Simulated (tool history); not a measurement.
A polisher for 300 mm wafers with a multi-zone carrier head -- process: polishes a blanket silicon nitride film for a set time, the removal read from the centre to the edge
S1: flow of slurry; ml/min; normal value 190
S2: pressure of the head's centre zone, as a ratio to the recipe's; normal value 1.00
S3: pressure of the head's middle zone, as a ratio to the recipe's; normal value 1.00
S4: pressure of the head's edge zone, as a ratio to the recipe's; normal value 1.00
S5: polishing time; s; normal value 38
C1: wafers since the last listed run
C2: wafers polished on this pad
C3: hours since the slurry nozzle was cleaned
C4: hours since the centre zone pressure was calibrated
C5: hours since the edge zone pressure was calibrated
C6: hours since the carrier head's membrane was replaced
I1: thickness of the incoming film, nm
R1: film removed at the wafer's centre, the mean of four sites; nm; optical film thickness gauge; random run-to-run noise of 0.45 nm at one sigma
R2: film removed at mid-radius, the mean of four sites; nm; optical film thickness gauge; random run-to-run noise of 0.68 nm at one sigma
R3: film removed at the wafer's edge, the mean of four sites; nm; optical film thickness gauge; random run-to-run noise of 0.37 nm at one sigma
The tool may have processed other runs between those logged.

| run | hour | S1 | S2 | S3 | S4 | S5 | C1 | C2 | C3 | C4 | C5 | C6 | I1 | R1 | R2 | R3 |
|---|---|---|---|---|---|---|---|---|---|---|---|---|---|---|---|---|
| 1 | 0.0 | 190 | 1.00 | 1.00 | 0.93 | 38 | 0 | 875 | 143.8 | 1489.5 | 649.7 | 933.5 | 714.3 | 43.9 | 45.2 | 44.3 |
|  | 11.5 | worn pad replaced by a new one |
| 2 | 12.0 | 190 | 1.00 | 1.00 | 0.93 | 38 | 83 | 5 | 155.8 | 1501.5 | 661.7 | 945.5 | 723.6 | 46.7 | 48.8 | 46.5 |
| 3 | 25.3 | 190 | 1.00 | 1.00 | 1.07 | 38 | 139 | 145 | 169.1 | 1514.8 | 675.0 | 958.8 | 723.2 | 46.0 | 47.4 | 48.7 |
| 4 | 43.3 | 190 | 1.00 | 1.00 | 1.00 | 38 | 188 | 333 | 187.1 | 1532.8 | 693.0 | 976.8 | 718.4 | 45.2 | 46.7 | 46.8 |
| 5 | 58.0 | 190 | 1.00 | 1.00 | 1.00 | 38 | 154 | 487 | 201.8 | 1547.5 | 707.7 | 991.5 | 734.2 | 44.8 | 45.8 | 46.4 |
| 6 | 71.7 | 190 | 1.00 | 1.00 | 1.00 | 38 | 143 | 631 | 215.5 | 1561.2 | 721.4 | 1005.2 | 707.4 | 43.9 | 45.7 | 45.8 |
| 7 | 86.4 | 190 | 1.00 | 1.00 | 1.00 | 38 | 154 | 785 | 230.2 | 1575.9 | 736.1 | 1019.9 | 729.2 | 43.8 | 45.7 | 44.9 |
|  | 91.9 | centre zone pressure recalibrated |
|  | 104.2 | carrier head's membrane replaced by a new one |
| 8 | 104.7 | 190 | 1.00 | 1.00 | 1.00 | 38 | 118 | 904 | 248.5 | 12.8 | 754.4 | 0.5 | 710.2 | 41.7 | 42.8 | 43.1 |
| 9 | 113.8 | 190 | 1.09 | 1.00 | 1.00 | 38 | 95 | 999 | 257.6 | 21.9 | 763.5 | 9.6 | 718.1 | 44.7 | 42.6 | 43.3 |
|  | 120.1 | worn pad replaced by a new one |
| 10 | 120.6 | 190 | 1.00 | 1.00 | 1.00 | 47 | 29 | 5 | 264.4 | 28.7 | 770.3 | 16.4 | 716.4 | 54.8 | 56.7 | 58.0 |
| 11 | 135.2 | 220 | 1.06 | 1.00 | 1.00 | 46 | 153 | 158 | 279.0 | 43.3 | 784.9 | 31.0 | 722.4 | 58.2 | 56.4 | 57.4 |
|  | 136.5 | slurry nozzle cleaned |
| 12 | 148.5 | 190 | 0.91 | 1.05 | 1.04 | 42 | 128 | 287 | 12.0 | 56.6 | 798.2 | 44.3 | 709.0 | 49.1 | 57.0 | 55.1 |
|  | 155.1 | edge zone pressure recalibrated |
| 13 | 161.8 | 190 | 1.00 | 1.00 | 1.00 | 38 | 118 | 405 | 25.3 | 69.9 | 6.7 | 57.6 | 721.6 | 48.1 | 48.6 | 48.8 |
| 14 | 188.7 | 190 | 0.96 | 1.00 | 0.89 | 38 | 281 | 687 | 52.2 | 96.8 | 33.6 | 84.5 | 723.0 | 44.7 | 48.9 | 45.1 |
| 15 | 202.2 | 190 | 1.00 | 1.05 | 1.10 | 31 | 141 | 829 | 65.7 | 110.3 | 47.1 | 98.0 | 730.5 | 37.3 | 40.1 | 39.3 |
| 16 | 215.1 | 190 | 0.96 | 1.00 | 0.89 | 38 | 135 | 964 | 78.6 | 123.2 | 60.0 | 110.9 | 711.4 | 42.3 | 45.8 | 44.0 |
| 17 | 225.5 | 130 | 1.00 | 1.09 | 1.05 | 38 | 109 | 1073 | 89.0 | 133.6 | 70.4 | 121.3 | 718.1 | 40.8 | 44.6 | 43.0 |
|  | 243.4 | worn pad replaced by a new one |
| 18 | 243.9 | 190 | 1.00 | 1.05 | 1.10 | 31 | 150 | 5 | 107.4 | 152.0 | 88.8 | 139.7 | 726.1 | 37.9 | 40.9 | 40.7 |

Alternative continuations, all from the tool just after run 18; predict every row:
| A | 244.3 | 190 | 1.00 | 1.00 | 1.00 | 45 | 4 | 9 | 107.8 | 152.4 | 89.2 | 140.1 | 722.3 | ? | ? | ? |
| B | 244.3 | 190 | 0.89 | 1.00 | 1.00 | 38 | 4 | 9 | 107.8 | 152.4 | 89.2 | 140.1 | 722.3 | ? | ? | ? |
| C | 244.3 | 190 | 0.95 | 1.00 | 0.89 | 26 | 4 | 9 | 107.8 | 152.4 | 89.2 | 140.1 | 722.3 | ? | ? | ? |
| D | 244.3 | 190 | 1.00 | 1.00 | 1.04 | 38 | 4 | 9 | 107.8 | 152.4 | 89.2 | 140.1 | 722.3 | ? | ? | ? |
| E | 244.3 | 190 | 1.00 | 1.10 | 1.05 | 38 | 4 | 9 | 107.8 | 152.4 | 89.2 | 140.1 | 722.3 | ? | ? | ? |

| run | R1 | R2 | R3 |
|---|---|---|---|
| A | 54.9 | 58.0 | 57.4 |
| B | 41.2 | 49.0 | 48.5 |
| C | 30.1 | 33.5 | 31.7 |
| D | 46.3 | 49.0 | 49.2 |
| E | 46.4 | 53.1 | 49.4 |
Had the tool no hidden state, the same runs would have come out as:
| run | R1 | R2 | R3 |
|---|---|---|---|
| A | 57.2 | 60.2 | 59.2 |
| B | 42.9 | 50.9 | 50.0 |
| C | 31.4 | 34.8 | 32.7 |
| D | 48.3 | 50.9 | 50.8 |
| E | 48.3 | 55.1 | 50.9 |
